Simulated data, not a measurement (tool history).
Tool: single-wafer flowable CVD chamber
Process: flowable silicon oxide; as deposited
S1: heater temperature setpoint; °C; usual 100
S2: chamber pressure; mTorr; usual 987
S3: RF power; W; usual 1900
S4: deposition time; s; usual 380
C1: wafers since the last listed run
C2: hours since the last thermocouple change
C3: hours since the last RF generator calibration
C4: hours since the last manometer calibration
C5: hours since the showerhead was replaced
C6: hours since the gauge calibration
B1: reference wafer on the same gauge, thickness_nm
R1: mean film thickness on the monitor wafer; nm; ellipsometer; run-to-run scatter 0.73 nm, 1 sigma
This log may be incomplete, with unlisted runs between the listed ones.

run 1 day=0.000 | S1=100 S2=987 S3=1900 S4=380 | C1=0 C2=1976.5 C3=1449.5 C4=2352.8 C5=5284.3 C6=723.5 | B1=312.835 | R1=278.815
run 2 day=1.317 | S1=100 S2=987 S3=1900 S4=380 | C1=133 C2=2008.1 C3=1481.1 C4=2384.4 C5=5315.9 C6=755.1 | B1=312.986 | R1=277.804
run 3 day=2.792 | S1=100 S2=987 S3=1900 S4=380 | C1=149 C2=2043.5 C3=1516.5 C4=2419.8 C5=5351.3 C6=790.5 | B1=312.747 | R1=277.985
run 4 day=5.621 | S1=100 S2=987 S3=2165 S4=380 | C1=286 C2=2111.4 C3=1584.4 C4=2487.7 C5=5419.2 C6=858.4 | B1=313.215 | R1=285.843
run 5 day=8.142 | S1=100 S2=987 S3=2165 S4=380 | C1=255 C2=2171.9 C3=1644.9 C4=2548.2 C5=5479.7 C6=918.9 | B1=312.986 | R1=284.009
run 6 day=10.704 | S1=100 S2=987 S3=2165 S4=380 | C1=259 C2=2233.4 C3=1706.4 C4=2609.7 C5=5541.2 C6=980.4 | B1=313.012 | R1=285.594
run 7 day=12.708 | S1=100 S2=987 S3=1900 S4=380 | C1=203 C2=2281.5 C3=1754.5 C4=2657.8 C5=5589.3 C6=1028.5 | B1=313.206 | R1=277.186
run 8 day=14.388 | S1=100 S2=987 S3=1900 S4=380 | C1=170 C2=2321.8 C3=1794.8 C4=2698.1 C5=5629.6 C6=1068.8 | B1=312.990 | R1=276.135
run 9 day=17.371 | S1=100 S2=987 S3=1900 S4=380 | C1=302 C2=2393.4 C3=1866.4 C4=2769.7 C5=5701.2 C6=1140.4 | B1=313.055 | R1=277.016
run 10 day=18.383 | S1=100 S2=987 S3=1900 S4=380 | C1=102 C2=2417.7 C3=1890.7 C4=2794.0 C5=5725.5 C6=1164.7 | B1=312.945 | R1=276.445
-- day=19.692 showerhead replaced
run 11 day=20.650 | S1=100 S2=987 S3=1900 S4=380 | C1=195 C2=2472.1 C3=1945.1 C4=2848.4 C5=23.0 C6=1219.1 | B1=313.053 | R1=274.773
run 12 day=23.404 | S1=100 S2=987 S3=1900 S4=380 | C1=279 C2=2538.2 C3=2011.2 C4=2914.5 C5=89.1 C6=1285.2 | B1=313.182 | R1=274.565
-- day=24.654 RF generator calibrated
-- day=24.858 capacitance manometer re-zeroed and calibrated
run 13 day=24.992 | S1=100 S2=774 S3=1900 S4=380 | C1=106 C2=2576.3 C3=8.1 C4=3.2 C5=127.2 C6=1323.3 | B1=312.867 | R1=215.943
-- day=27.262 gauge calibrated
run 14 day=27.800 | S1=100 S2=987 S3=1900 S4=380 | C1=284 C2=2643.7 C3=75.5 C4=70.6 C5=194.6 C6=12.9 | B1=313.086 | R1=274.444
run 15 day=30.462 | S1=108 S2=987 S3=2160 S4=307 | C1=269 C2=2707.6 C3=139.4 C4=134.5 C5=258.5 C6=76.8 | B1=312.971 | R1=168.916
run 16 day=32.967 | S1=113 S2=1187 S3=1900 S4=402 | C1=253 C2=2767.7 C3=199.5 C4=194.6 C5=318.6 C6=136.9 | B1=312.793 | R1=214.240
-- day=33.675 thermocouple changed; heater temperature recalibrated
run 17 day=34.971 | S1=92 S2=748 S3=2215 S4=358 | C1=169 C2=31.1 C3=247.6 C4=242.7 C5=366.7 C6=185.0 | B1=312.820 | R1=290.280
run 18 day=37.288 | S1=100 S2=987 S3=1900 S4=380 | C1=234 C2=86.7 C3=303.2 C4=298.3 C5=422.3 C6=240.6 | B1=313.208 | R1=290.239
run 19 day=40.033 | S1=100 S2=987 S3=2030 S4=380 | C1=278 C2=152.6 C3=369.1 C4=364.2 C5=488.2 C6=306.5 | B1=312.896 | R1=294.493
run 20 day=42.800 | S1=92 S2=987 S3=1900 S4=319 | C1=280 C2=219.0 C3=435.5 C4=430.6 C5=554.6 C6=372.9 | B1=313.156 | R1=328.907
run 21 day=44.246 | S1=92 S2=987 S3=1585 S4=423 | C1=146 C2=253.7 C3=470.2 C4=465.3 C5=589.3 C6=407.6 | B1=312.760 | R1=410.411
run 22 day=46.842 | S1=86 S2=987 S3=1900 S4=413 | C1=263 C2=316.0 C3=532.5 C4=527.6 C5=651.6 C6=469.9 | B1=313.017 | R1=521.841
run 23 day=48.808 | S1=100 S2=987 S3=1900 S4=419 | C1=199 C2=363.2 C3=579.7 C4=574.8 C5=698.8 C6=517.1 | B1=312.980 | R1=316.185
run 24 day=50.279 | S1=100 S2=874 S3=2245 S4=380 | C1=149 C2=398.5 C3=615.0 C4=610.1 C5=734.1 C6=552.4 | B1=313.233 | R1=264.019
run 25 day=52.462 | S1=100 S2=987 S3=1900 S4=380 | C1=221 C2=450.9 C3=667.4 C4=662.5 C5=786.5 C6=604.8 | B1=312.927 | R1=288.438
run 26 day=54.217 | S1=100 S2=987 S3=1900 S4=380 | C1=177 C2=493.0 C3=709.5 C4=704.6 C5=828.6 C6=646.9 | B1=313.025 | R1=288.374
run 27 day=55.812 | S1=93 S2=987 S3=1900 S4=380 | C1=161 C2=531.3 C3=747.8 C4=742.9 C5=866.9 C6=685.2 | B1=312.800 | R1=375.950

State the hidden condition of the tool at each of the runs:
delivered RF power above the setpoint (%): 0 across all the runs
true pressure above the setpoint (%): 0 across all the runs
gauge reads high (%): 0 across all the runs
H1: wafer temperature above the value expected at the setpoint (K)
run=1 H1=0.965
run=2 H1=0.981
run=3 H1=0.999
run=4 H1=1.03
run=5 H1=1.07
run=6 H1=1.1
run=7 H1=1.12
run=8 H1=1.14
run=9 H1=1.18
run=10 H1=1.19
run=11 H1=1.22
run=12 H1=1.25
run=13 H1=1.27
run=14 H1=1.31
run=15 H1=1.34
run=16 H1=1.37
run=17 H1=-0.127
run=18 H1=-0.0982
run=19 H1=-0.0642
run=20 H1=-0.0299
run=21 H1=-0.012
run=22 H1=0.0201
run=23 H1=0.0445
run=24 H1=0.0627
run=25 H1=0.0897
run=26 H1=0.111
run=27 H1=0.131
